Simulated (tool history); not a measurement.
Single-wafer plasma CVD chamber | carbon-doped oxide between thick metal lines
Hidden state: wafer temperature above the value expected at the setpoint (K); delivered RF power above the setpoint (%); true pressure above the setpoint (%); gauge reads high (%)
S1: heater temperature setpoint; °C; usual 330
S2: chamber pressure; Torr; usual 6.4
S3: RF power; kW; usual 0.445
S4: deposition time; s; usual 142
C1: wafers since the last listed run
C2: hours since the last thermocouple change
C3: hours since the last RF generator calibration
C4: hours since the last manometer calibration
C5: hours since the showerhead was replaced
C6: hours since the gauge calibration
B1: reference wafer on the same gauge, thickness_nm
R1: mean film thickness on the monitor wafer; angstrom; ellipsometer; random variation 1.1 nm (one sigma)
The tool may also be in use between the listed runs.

run   hour   S1    S2     S3   S4   C1      C2      C3      C4      C5     C6       B1       R1
  1      0  330  6.72   0.39  142    0  1677.2   977.1   755.6  5245.2  367.2  906.071   6919.5
  2   14.3  330  6.72   0.39  142  117  1691.5   991.4   769.9  5259.5  381.5  905.741  6910.68
  3   50.2  330   6.4  0.445  142  294  1727.4  1027.3   805.8  5295.4  417.4  906.154  7386.36
  4   72.6  330   6.4  0.445  142  183  1749.8  1049.7   828.2  5317.8  439.8  905.929  7386.67
  5  108.3  330   6.4  0.445  136  292  1785.5  1085.4   863.9  5353.5  475.5  905.683  7032.57
  6  136.3  330   6.4  0.445  136  229  1813.5  1113.4   891.9  5381.5  503.5   906.16  7038.75
  7  160.2  330   6.4  0.445  136  195  1837.4  1137.3   915.8  5405.4  527.4  905.626  7021.11
  8  185.1  330   6.4  0.445  142  203  1862.3  1162.2   940.7  5430.3  552.3  905.938   7334.2
  9  203.9  330   6.4  0.445  142  153  1881.1    1181   959.5  5449.1  571.1  905.779  7294.12
     230.5  -- gauge calibrated
     238.2  -- thermocouple changed; heater temperature recalibrated
 10  238.7  338   6.4  0.445  142  219     0.5  1215.8   994.3  5483.9    8.2   906.26   7147.9
 11  253.4  338   6.4  0.445  142  120    15.2  1230.5    1009  5498.6   22.9  906.088  7153.53
     264.1  -- showerhead replaced
 12  285.4  330   6.4  0.445  142  196    47.2  1262.5    1041    21.3   54.9  905.877  7299.99
 13  319.1  330   6.4   0.48  162  276    80.9  1296.2  1074.7      55   88.6  906.035  8687.73
 14  342.3  330   6.4  0.445  142  190   104.1  1319.4  1097.9    78.2  111.8  905.753   7247.7
 15  361.6  330  7.29  0.445  149  158   123.4  1338.7  1117.2    97.5  131.1  906.002  7736.03
 16  379.9  330   6.4  0.445  165  149   141.7    1357  1135.5   115.8  149.4  905.803  8408.66
     388.5  -- capacitance manometer re-zeroed and calibrated
     388.9  -- RF generator calibrated
 17  412.4  323  7.51  0.415  157  197   174.2    23.5    23.9   148.3  181.9  905.845  8424.66
 18  437.9  330   6.4   0.52  142  208   199.7      49    49.4   173.8  207.4  905.974   8243.6
 19  455.7  330  6.84  0.445  120  145   217.5    66.8    67.2   191.6  225.2   906.03   6481.8
 20  489.8  330   6.4  0.445  142  279   251.6   100.9   101.3   225.7  259.3  905.857  7614.23
 21  506.3  319  5.53  0.445  142  135   268.1   117.4   117.8   242.2  275.8  905.927  7651.19
 22  529.7  322   6.4   0.42  142  191   291.5   140.8   141.2   265.6  299.2  906.051     7538
 23    561  330   6.4  0.445  142  256   322.8   172.1   172.5   296.9  330.5  906.057  7585.88

4 ways to go on from here, each from the tool as it stands after run 23. What would each give?
  A  561.4  330   6.4  0.445  153   3  323.2  172.5  172.9  297.3  330.9   ?   ?
  B  561.4  344  5.12  0.445  154   3  323.2  172.5  172.9  297.3  330.9   ?   ?
  C  561.4  330  7.53   0.38  122   3  323.2  172.5  172.9  297.3  330.9   ?   ?
  D  561.4  330   6.4   0.49  124   3  323.2  172.5  172.9  297.3  330.9   ?   ?

run       B1       R1
  A  905.996  8150.97
  B  905.996  7571.79
  C  905.996  6064.23
  D  905.996   6954.9
Without the tool's hidden state the same runs would have given:
run       R1
  A  8236.78
  B  7672.22
  C  6107.88
  D  7026.75
